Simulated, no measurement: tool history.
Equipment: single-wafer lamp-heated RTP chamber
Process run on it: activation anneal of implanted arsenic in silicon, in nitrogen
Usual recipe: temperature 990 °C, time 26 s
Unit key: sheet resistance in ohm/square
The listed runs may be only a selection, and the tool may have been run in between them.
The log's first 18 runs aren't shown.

run,day,temperature,time,"read-back reference wafer on the same gauge, sheet resistance",sheet resistance
19,19.771,1007,26,349.99,397.34
20,20.283,990,26,349.96,399.57
21,21.212,990,26,350.18,399.45
22,22.696,971,21,350.08,403.01
23,23.467,970,32,350.02,401.86
24,24.512,990,40,350.00,396.44
25,25.612,990,26,350.02,397.83
26,26.962,990,26,349.97,398.97
27,27.688,981,26,350.10,400.49
28,28.638,990,38,350.16,396.32
29,29.746,1002,26,349.99,397.81
30,31.162,990,18,350.12,399.95
31,31.796,1004,26,350.06,395.79
# day 33.058: pyrometer window cleaned and pyrometer calibrated
32,33.112,977,31,350.18,400.33
33,33.788,990,37,350.01,396.93
34,34.383,990,26,350.06,398.78
35,35.112,1016,12,350.01,400.96
36,36.242,973,12,349.94,405.72
37,37.133,979,38,349.95,398.01
38,38.333,990,14,349.93,402.31

Each row is a separate what-if for the run after 38, all from the same tool condition, not one after another. Results?
A,38.350,969,26,?,?
B,38.350,1010,26,?,?
C,38.350,990,17,?,?

run,"read-back reference wafer on the same gauge, sheet resistance",sheet resistance
A,349.87,401.30
B,349.87,395.47
C,349.87,400.80
Had the tool no hidden state, the same runs would have come out as:
run,sheet resistance
A,401.30
B,395.47
C,400.80
